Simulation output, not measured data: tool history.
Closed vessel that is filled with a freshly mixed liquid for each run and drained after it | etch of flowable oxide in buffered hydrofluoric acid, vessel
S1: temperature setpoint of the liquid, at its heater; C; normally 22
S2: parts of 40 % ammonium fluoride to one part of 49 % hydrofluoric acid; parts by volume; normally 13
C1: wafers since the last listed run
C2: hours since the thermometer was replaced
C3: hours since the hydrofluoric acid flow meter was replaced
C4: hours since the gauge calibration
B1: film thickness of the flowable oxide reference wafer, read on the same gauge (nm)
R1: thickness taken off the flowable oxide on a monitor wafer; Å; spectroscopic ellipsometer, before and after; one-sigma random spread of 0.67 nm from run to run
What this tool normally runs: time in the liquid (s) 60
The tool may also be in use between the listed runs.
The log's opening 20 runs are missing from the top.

Run 21, hour 512.3: usual settings but S1 20.5 C, time in the liquid (s) 50; C1 3076; C2 146.5; C3 105.5; C4 287.1; B1 70.03. Result: R1 1087.3 Å.
Run 22, hour 542.1: usual settings but S1 26.5 C, S2 17 parts by volume, time in the liquid (s) 90; C1 3652; C2 176.3; C3 135.3; C4 316.9; B1 70. Result: R1 2094.2 Å.
Run 23, hour 562.5: usual settings but S1 20 C; C1 2500; C2 196.7; C3 155.7; C4 337.3; B1 70. Result: R1 1262.3 Å.
Run 24, hour 598.5: usual settings but S1 25.5 C, S2 17.5 parts by volume; C1 4412; C2 232.7; C3 191.7; C4 373.3; B1 70.02. Result: R1 1281.2 Å.
Run 25, hour 689.9: usual settings; C1 11202; C2 324.1; C3 283.1; C4 464.7; B1 69.98. Result: R1 1402.7 Å.
Run 26, hour 702: usual settings but S1 19.5 C, time in the liquid (s) 50; C1 1483; C2 336.2; C3 295.2; C4 476.8; B1 69.98. Result: R1 1018.4 Å.
Run 27, hour 727.4: usual settings but S1 27 C; C1 3113; C2 361.6; C3 320.6; C4 502.2; B1 69.99. Result: R1 1824 Å.
Run 28, hour 749.3: usual settings; C1 2684; C2 383.5; C3 342.5; C4 524.1; B1 70. Result: R1 1386.6 Å.
Run 29, hour 781.9: usual settings; C1 3995; C2 416.1; C3 375.1; C4 556.7; B1 70.01. Result: R1 1393 Å.
At hour 807.9: gauge calibrated.
Run 30, hour 817.5: usual settings but S1 24 C, S2 11.5 parts by volume, time in the liquid (s) 30; C1 4363; C2 451.7; C3 410.7; C4 9.6; B1 69.99. Result: R1 877.2 Å.
Run 31, hour 845.2: usual settings but S1 20 C, S2 16 parts by volume; C1 3395; C2 479.4; C3 438.4; C4 37.3; B1 70.02. Result: R1 1007.9 Å.
Run 32, hour 861.7: usual settings but S1 25.5 C, S2 17.5 parts by volume; C1 2022; C2 495.9; C3 454.9; C4 53.8; B1 69.99. Result: R1 1261.4 Å.
Run 33, hour 882.8: usual settings but S1 25.5 C, S2 10 parts by volume, time in the liquid (s) 40; C1 2586; C2 517; C3 476; C4 74.9; B1 70.01. Result: R1 1445.2 Å.
Run 34, hour 903.6: usual settings but S1 17 C, S2 9 parts by volume, time in the liquid (s) 90; C1 2549; C2 537.8; C3 496.8; C4 95.7; B1 70.02. Result: R1 2167.4 Å.

What if the next run were any one of these 3? Each begins from the tool's condition after run 34:
Run A, hour 904.3: usual settings but S1 19.5 C; C1 85; C2 538.5; C3 497.5; C4 96.4; B1 ?. Result: R1 ?.
Run B, hour 904.3: usual settings but S1 19.5 C, S2 11.5 parts by volume, time in the liquid (s) 80; C1 85; C2 538.5; C3 497.5; C4 96.4; B1 ?. Result: R1 ?.
Run C, hour 904.3: usual settings but S1 24.5 C, S2 8.5 parts by volume, time in the liquid (s) 35; C1 85; C2 538.5; C3 497.5; C4 96.4; B1 ?. Result: R1 ?.

run     B1      R1
  A  69.97  1190.5
  B  69.97    1790
  C  69.97  1344.3
What these runs would have given with no unlogged condition in the tool:
run      R1
  A  1270.6
  B  1910.2
  C  1435.3
